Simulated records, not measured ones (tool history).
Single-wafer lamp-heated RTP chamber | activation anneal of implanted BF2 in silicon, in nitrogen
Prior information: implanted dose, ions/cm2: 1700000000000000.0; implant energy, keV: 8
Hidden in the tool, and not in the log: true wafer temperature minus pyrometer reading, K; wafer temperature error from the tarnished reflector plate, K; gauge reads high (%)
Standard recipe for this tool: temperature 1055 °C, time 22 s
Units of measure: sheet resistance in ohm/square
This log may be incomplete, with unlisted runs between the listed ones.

| run | hour | temperature | time | wafers since the last listed run | wafers since the last pyrometer calibration | wafers since the reflector plate was cleaned | hours since the gauge calibration | read-back reference wafer on the same gauge, sheet resistance | sheet resistance |
|---|---|---|---|---|---|---|---|---|---|
| 1 | 0.0 | 1055 | 15 | 0 | 3446 | 4286 | 1463.9 | 126.04 | 133.98 |
| 2 | 29.3 | 1055 | 15 | 348 | 3794 | 4634 | 1493.2 | 126.00 | 133.50 |
| 3 | 77.4 | 1055 | 22 | 571 | 4366 | 5206 | 1541.3 | 125.99 | 121.24 |
|  | 104.6 | reflector plate cleaned |
| 4 | 141.9 | 1055 | 22 | 671 | 5038 | 443 | 1605.8 | 126.03 | 124.47 |
| 5 | 210.5 | 1055 | 22 | 815 | 5854 | 1259 | 1674.4 | 126.01 | 123.49 |
| 6 | 254.6 | 1069 | 22 | 524 | 6378 | 1783 | 1718.5 | 125.96 | 109.32 |
| 7 | 319.0 | 1069 | 22 | 765 | 7144 | 2549 | 1782.9 | 125.94 | 109.25 |
| 8 | 366.7 | 1069 | 22 | 567 | 7711 | 3116 | 1830.6 | 126.03 | 109.21 |
| 9 | 433.6 | 1055 | 22 | 795 | 8506 | 3911 | 1897.5 | 125.99 | 121.90 |
|  | 462.5 | pyrometer window cleaned and pyrometer calibrated |
| 10 | 499.4 | 1055 | 22 | 687 | 439 | 4598 | 1963.3 | 126.01 | 121.68 |
| 11 | 527.6 | 1055 | 22 | 335 | 774 | 4934 | 1991.5 | 125.98 | 121.68 |
| 12 | 580.4 | 1055 | 12 | 627 | 1402 | 5561 | 2044.3 | 125.98 | 140.89 |
| 13 | 613.5 | 1055 | 12 | 393 | 1795 | 5955 | 2077.4 | 126.04 | 139.08 |
|  | 643.9 | reflector plate cleaned |
| 14 | 666.8 | 1046 | 31 | 538 | 2334 | 272 | 2130.7 | 125.97 | 123.34 |
| 15 | 696.9 | 1082 | 31 | 357 | 2692 | 630 | 2160.8 | 126.08 | 89.60 |
| 16 | 747.6 | 1040 | 10 | 602 | 3294 | 1232 | 2211.5 | 125.99 | 172.38 |
|  | 761.4 | gauge calibrated |
| 17 | 790.4 | 1055 | 22 | 508 | 3803 | 1741 | 29.0 | 125.96 | 123.59 |
| 18 | 976.2 | 1055 | 22 | 2208 | 6012 | 3950 | 214.8 | 126.02 | 122.51 |
| 19 | 1019.7 | 1055 | 31 | 517 | 6529 | 4467 | 258.3 | 125.97 | 112.32 |
| 20 | 1084.8 | 1042 | 34 | 773 | 7303 | 5241 | 323.4 | 126.03 | 122.25 |
| 21 | 1112.3 | 1055 | 27 | 326 | 7630 | 5568 | 350.9 | 126.02 | 115.44 |
|  | 1130.4 | pyrometer window cleaned and pyrometer calibrated |
|  | 1142.8 | reflector plate cleaned |
| 22 | 1152.6 | 1078 | 12 | 288 | 168 | 116 | 391.2 | 126.03 | 121.77 |
| 23 | 1215.2 | 1035 | 9 | 744 | 912 | 860 | 453.8 | 126.03 | 188.28 |
| 24 | 1254.8 | 1055 | 22 | 470 | 1383 | 1331 | 493.4 | 126.03 | 124.00 |
| 25 | 1315.7 | 1075 | 12 | 724 | 2107 | 2055 | 554.3 | 125.98 | 124.77 |
| 26 | 1355.0 | 1082 | 12 | 467 | 2574 | 2523 | 593.6 | 126.04 | 118.05 |
| 27 | 1401.8 | 1055 | 22 | 556 | 3131 | 3079 | 640.4 | 125.98 | 123.89 |
| 28 | 1442.9 | 1055 | 25 | 488 | 3619 | 3568 | 681.5 | 125.95 | 119.80 |
| 29 | 1492.0 | 1055 | 22 | 583 | 4203 | 4151 | 730.6 | 125.94 | 122.14 |
| 30 | 1532.6 | 1055 | 22 | 482 | 4686 | 4634 | 771.2 | 125.99 | 121.44 |
|  | 1572.5 | reflector plate cleaned |
| 31 | 1604.2 | 1074 | 28 | 756 | 5442 | 376 | 842.8 | 125.93 | 99.30 |

Run 32 comes next. What will it give?
| 32 | 1655.7 | 1038 | 32 | 612 | 6054 | 988 | 894.3 | ? | ? |

Run 32 measured read-back reference wafer on the same gauge, sheet resistance 126.00, sheet resistance 129.46 ohm/square.
If the tool had no hidden condition, the same run with the same run-to-run variation would have returned sheet resistance 130.10 ohm/square.
